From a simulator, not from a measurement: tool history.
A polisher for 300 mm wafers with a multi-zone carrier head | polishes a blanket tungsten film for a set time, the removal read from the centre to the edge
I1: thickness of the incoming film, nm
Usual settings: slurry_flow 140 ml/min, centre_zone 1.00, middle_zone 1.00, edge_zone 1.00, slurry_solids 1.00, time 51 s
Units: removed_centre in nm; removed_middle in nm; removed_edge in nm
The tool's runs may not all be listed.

Run 1, hour 0.0: usual settings; I1 963.5. Result: removed_centre 330.6 nm, removed_middle 335.2 nm, removed_edge 321.3 nm.
Run 2, hour 31.2: usual settings; I1 953.3. Result: removed_centre 324.3 nm, removed_middle 326.9 nm, removed_edge 323.2 nm.
At hour 43.9: centre zone pressure recalibrated.
At hour 49.6: edge zone pressure recalibrated.
Run 3, hour 51.9: usual settings; I1 966.0. Result: removed_centre 324.6 nm, removed_middle 325.6 nm, removed_edge 320.7 nm.
At hour 59.8: slurry nozzle cleaned.
Run 4, hour 85.4: usual settings; I1 944.8. Result: removed_centre 321.6 nm, removed_middle 319.3 nm, removed_edge 307.3 nm.
At hour 113.4: carrier head's membrane replaced by a new one.
Run 5, hour 114.5: usual settings; I1 958.2. Result: removed_centre 314.9 nm, removed_middle 314.8 nm, removed_edge 318.3 nm.
At hour 131.6: worn pad replaced by a new one.
Run 6, hour 132.1: usual settings; I1 957.2. Result: removed_centre 328.5 nm, removed_middle 327.0 nm, removed_edge 332.8 nm.
Run 7, hour 150.3: usual settings; I1 966.6. Result: removed_centre 329.3 nm, removed_middle 332.3 nm, removed_edge 321.2 nm.
Run 8, hour 185.9: usual settings; I1 959.4. Result: removed_centre 323.4 nm, removed_middle 326.6 nm, removed_edge 321.4 nm.
Run 9, hour 201.8: usual settings; I1 974.7. Result: removed_centre 321.9 nm, removed_middle 321.9 nm, removed_edge 314.1 nm.
Run 10, hour 226.1: usual settings but slurry_flow 180 ml/min, middle_zone 0.95; I1 950.7. Result: removed_centre 336.7 nm, removed_middle 328.5 nm, removed_edge 339.1 nm.
Run 11, hour 252.2: usual settings; I1 955.9. Result: removed_centre 319.7 nm, removed_middle 317.8 nm, removed_edge 320.5 nm.
At hour 263.6: worn pad replaced by a new one.
Run 12, hour 287.1: usual settings but middle_zone 0.88, time 35 s; I1 969.6. Result: removed_centre 223.8 nm, removed_middle 202.3 nm, removed_edge 227.3 nm.
Run 13, hour 306.6: usual settings; I1 957.8. Result: removed_centre 325.7 nm, removed_middle 324.5 nm, removed_edge 332.1 nm.
Run 14, hour 332.8: usual settings but middle_zone 0.96, slurry_solids 0.90; I1 966.3. Result: removed_centre 310.9 nm, removed_middle 302.0 nm, removed_edge 301.8 nm.
At hour 336.4: slurry nozzle cleaned.
Run 15, hour 344.9: usual settings; I1 962.2. Result: removed_centre 322.2 nm, removed_middle 326.1 nm, removed_edge 315.8 nm.
Run 16, hour 375.6: usual settings but centre_zone 0.93, middle_zone 1.03, slurry_solids 1.20, time 61 s; I1 975.4. Result: removed_centre 367.0 nm, removed_middle 411.3 nm, removed_edge 405.9 nm.
Run 17, hour 393.1: usual settings; I1 961.1. Result: removed_centre 315.2 nm, removed_middle 317.9 nm, removed_edge 311.4 nm.
At hour 416.9: worn pad replaced by a new one.
Run 18, hour 417.4: usual settings but middle_zone 1.04; I1 971.7. Result: removed_centre 330.3 nm, removed_middle 340.2 nm, removed_edge 333.8 nm.
Run 19, hour 432.6: usual settings but slurry_solids 0.90; I1 950.7. Result: removed_centre 322.0 nm, removed_middle 320.7 nm, removed_edge 322.0 nm.
Run 20, hour 457.6: usual settings but slurry_flow 100 ml/min, centre_zone 1.07, middle_zone 1.05, time 63 s; I1 978.0. Result: removed_centre 389.3 nm, removed_middle 383.1 nm, removed_edge 380.4 nm.
Run 21, hour 492.9: usual settings but slurry_solids 0.85, time 58 s; I1 960.8. Result: removed_centre 348.5 nm, removed_middle 352.0 nm, removed_edge 335.7 nm.
Run 22, hour 524.8: usual settings but centre_zone 0.95, middle_zone 1.04; I1 947.5. Result: removed_centre 300.0 nm, removed_middle 330.0 nm, removed_edge 313.2 nm.

What the log doesn't show, run by run:
slurry flow missing at the pad, %: 0 in every run
deviation of the centre zone's pressure from its setpoint, %: 0 in every run
deviation of the edge zone's pressure from its setpoint, %: 0 in every run
H1: removal rate lost through wear of the pad, %
run     H1
  1  0.497
  2   1.59
  3   2.31
  4   3.48
  5    4.5
  6  0.168
  7  0.804
  8   2.05
  9   2.61
 10   3.45
 11   4.37
 12   1.19
 13   1.88
 14   2.79
 15   3.21
 16   4.29
 17    4.9
 18  0.279
 19   0.81
 20   1.68
 21   2.92
 22   4.03

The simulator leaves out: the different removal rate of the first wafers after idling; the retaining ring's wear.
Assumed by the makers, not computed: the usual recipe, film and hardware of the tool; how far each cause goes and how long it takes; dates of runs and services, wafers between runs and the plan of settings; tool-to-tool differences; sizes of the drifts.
